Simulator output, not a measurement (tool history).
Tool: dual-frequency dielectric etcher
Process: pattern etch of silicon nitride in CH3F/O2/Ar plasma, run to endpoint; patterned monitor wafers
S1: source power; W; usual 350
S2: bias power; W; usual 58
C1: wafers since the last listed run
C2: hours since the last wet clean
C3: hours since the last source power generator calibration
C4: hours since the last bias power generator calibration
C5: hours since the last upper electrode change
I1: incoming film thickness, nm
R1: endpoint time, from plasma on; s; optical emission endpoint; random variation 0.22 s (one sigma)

Run 1, day 0: usual settings but S1 300 W; C1 0; C2 92; C3 4124.3; C4 2753.5; C5 4944; I1 36.1. Result: R1 70.6 s.
Run 2, day 2.125: usual settings but S1 300 W; C1 523; C2 143; C3 4175.3; C4 2804.5; C5 4995; I1 35.74. Result: R1 70.1 s.
Run 3, day 5.638: usual settings but S1 390 W; C1 865; C2 227.3; C3 4259.6; C4 2888.8; C5 5079.3; I1 35.9. Result: R1 63.2 s.
Run 4, day 8.867: usual settings but S1 390 W; C1 795; C2 304.8; C3 4337.1; C4 2966.3; C5 5156.8; I1 35.91. Result: R1 63.6 s.
Run 5, day 11.079: usual settings but S2 50 W; C1 545; C2 357.9; C3 4390.2; C4 3019.4; C5 5209.9; I1 35.8. Result: R1 70.1 s.
Run 6, day 12.833: usual settings; C1 432; C2 400; C3 4432.3; C4 3061.5; C5 5252; I1 36.02. Result: R1 67.2 s.
At day 15.921: upper electrode replaced.
Run 7, day 15.942: usual settings; C1 519; C2 474.6; C3 4506.9; C4 3136.1; C5 0.5; I1 36.16. Result: R1 67.7 s.
Run 8, day 18.929: usual settings; C1 735; C2 546.3; C3 4578.6; C4 3207.8; C5 72.2; I1 36.02. Result: R1 67.9 s.
Run 9, day 21.488: usual settings; C1 630; C2 607.7; C3 4640; C4 3269.2; C5 133.6; I1 35.88. Result: R1 67.7 s.
Run 10, day 24.9: usual settings; C1 840; C2 689.6; C3 4721.9; C4 3351.1; C5 215.5; I1 35.66. Result: R1 67.6 s.
Run 11, day 28.892: usual settings; C1 983; C2 785.4; C3 4817.7; C4 3446.9; C5 311.3; I1 36.2. Result: R1 68.7 s.
At day 29.896: wet clean of the chamber.
Run 12, day 32.188: usual settings but S1 420 W, S2 50 W; C1 565; C2 55; C3 4896.8; C4 3526; C5 390.4; I1 35.96. Result: R1 64.3 s.
Run 13, day 34.738: usual settings but S1 330 W, S2 62 W; C1 628; C2 116.2; C3 4958; C4 3587.2; C5 451.6; I1 36.16. Result: R1 66.7 s.
Run 14, day 38.721: usual settings but S1 320 W, S2 70 W; C1 981; C2 211.8; C3 5053.6; C4 3682.8; C5 547.2; I1 35.74. Result: R1 63.8 s.
At day 39.238: source power generator calibrated.
Run 15, day 42.596: usual settings but S1 280 W, S2 44 W; C1 913; C2 304.8; C3 80.6; C4 3775.8; C5 640.2; I1 35.88. Result: R1 79.2 s.
Run 16, day 45.117: usual settings but S1 320 W, S2 65 W; C1 620; C2 365.3; C3 141.1; C4 3836.3; C5 700.7; I1 35.84. Result: R1 64.9 s.
Run 17, day 49.258: usual settings but S1 380 W, S2 53 W; C1 1020; C2 464.7; C3 240.5; C4 3935.7; C5 800.1; I1 35.62. Result: R1 65.5 s.
At day 50.662: bias power generator calibrated.
Run 18, day 50.771: usual settings but S1 390 W, S2 68 W; C1 331; C2 501; C3 276.8; C4 2.6; C5 836.4; I1 36.21. Result: R1 60 s.
Run 19, day 54.838: usual settings; C1 1001; C2 598.6; C3 374.4; C4 100.2; C5 934; I1 36.01. Result: R1 66.6 s.
Run 20, day 59.142: usual settings; C1 1060; C2 701.9; C3 477.7; C4 203.5; C5 1037.3; I1 36.28. Result: R1 67.3 s.
At day 61.171: wet clean of the chamber.
Run 21, day 62.8: usual settings but S1 400 W; C1 654; C2 39.1; C3 565.5; C4 291.3; C5 1125.1; I1 36.04. Result: R1 61.5 s.
Run 22, day 65.833: usual settings but S1 280 W; C1 747; C2 111.9; C3 638.3; C4 364.1; C5 1197.9; I1 35.8. Result: R1 71.3 s.
Run 23, day 69.217: usual settings but S2 67 W; C1 833; C2 193.1; C3 719.5; C4 445.3; C5 1279.1; I1 35.71. Result: R1 61.8 s.
Run 24, day 72.312: usual settings; C1 762; C2 267.4; C3 793.8; C4 519.6; C5 1353.4; I1 35.99. Result: R1 65.7 s.
Run 25, day 75.612: usual settings; C1 812; C2 346.6; C3 873; C4 598.8; C5 1432.6; I1 35.81. Result: R1 65.3 s.
Run 26, day 79.121: usual settings; C1 864; C2 430.8; C3 957.2; C4 683; C5 1516.8; I1 35.81. Result: R1 66.3 s.
Run 27, day 83.079: usual settings but S1 300 W, S2 67 W; C1 975; C2 525.8; C3 1052.2; C4 778; C5 1611.8; I1 35.9. Result: R1 67.6 s.
Run 28, day 85.725: usual settings; C1 651; C2 589.3; C3 1115.7; C4 841.5; C5 1675.3; I1 35.88. Result: R1 66 s.
At day 89.671: wet clean of the chamber.
Run 29, day 89.692: usual settings; C1 730; C2 0.5; C3 1210.9; C4 936.7; C5 1770.5; I1 35.94. Result: R1 64.9 s.
Run 30, day 94.071: usual settings but S1 440 W, S2 71 W; C1 1078; C2 105.6; C3 1316; C4 1041.8; C5 1875.6; I1 35.99. Result: R1 55 s.
Run 31, day 95.95: usual settings but S1 380 W, S2 66 W; C1 462; C2 150.7; C3 1361.1; C4 1086.9; C5 1920.7; I1 35.76. Result: R1 59.4 s.
Run 32, day 98.212: usual settings but S1 420 W, S2 63 W; C1 557; C2 205; C3 1415.4; C4 1141.2; C5 1975; I1 36.05. Result: R1 59 s.
Run 33, day 101.883: usual settings but S1 310 W, S2 70 W; C1 904; C2 293.1; C3 1503.5; C4 1229.3; C5 2063.1; I1 35.7. Result: R1 64 s.
Run 34, day 104.579: usual settings; C1 664; C2 357.8; C3 1568.2; C4 1294; C5 2127.8; I1 35.89. Result: R1 65.9 s.
Run 35, day 113.604: usual settings but S1 380 W, S2 46 W; C1 2223; C2 574.4; C3 1784.8; C4 1510.6; C5 2344.4; I1 35.69. Result: R1 69.4 s.
Run 36, day 117.162: usual settings; C1 876; C2 659.8; C3 1870.2; C4 1596; C5 2429.8; I1 36.14. Result: R1 66.9 s.

3 ways to go on from here, each from the tool as it stands after run 36. What would each give?
Run A, day 117.179: usual settings; C1 4; C2 660.2; C3 1870.6; C4 1596.4; C5 2430.2; I1 35.9. Result: R1 ?.
Run B, day 117.179: usual settings but S1 380 W, S2 45 W; C1 4; C2 660.2; C3 1870.6; C4 1596.4; C5 2430.2; I1 35.9. Result: R1 ?.
Run C, day 117.179: usual settings but S1 260 W, S2 62 W; C1 4; C2 660.2; C3 1870.6; C4 1596.4; C5 2430.2; I1 35.9. Result: R1 ?.

run    R1
  A  66.5
  B  70.2
  C  73.6
Without the tool's hidden state the same runs would have given:
run    R1
  A  64.1
  B  67.6
  C  70.9
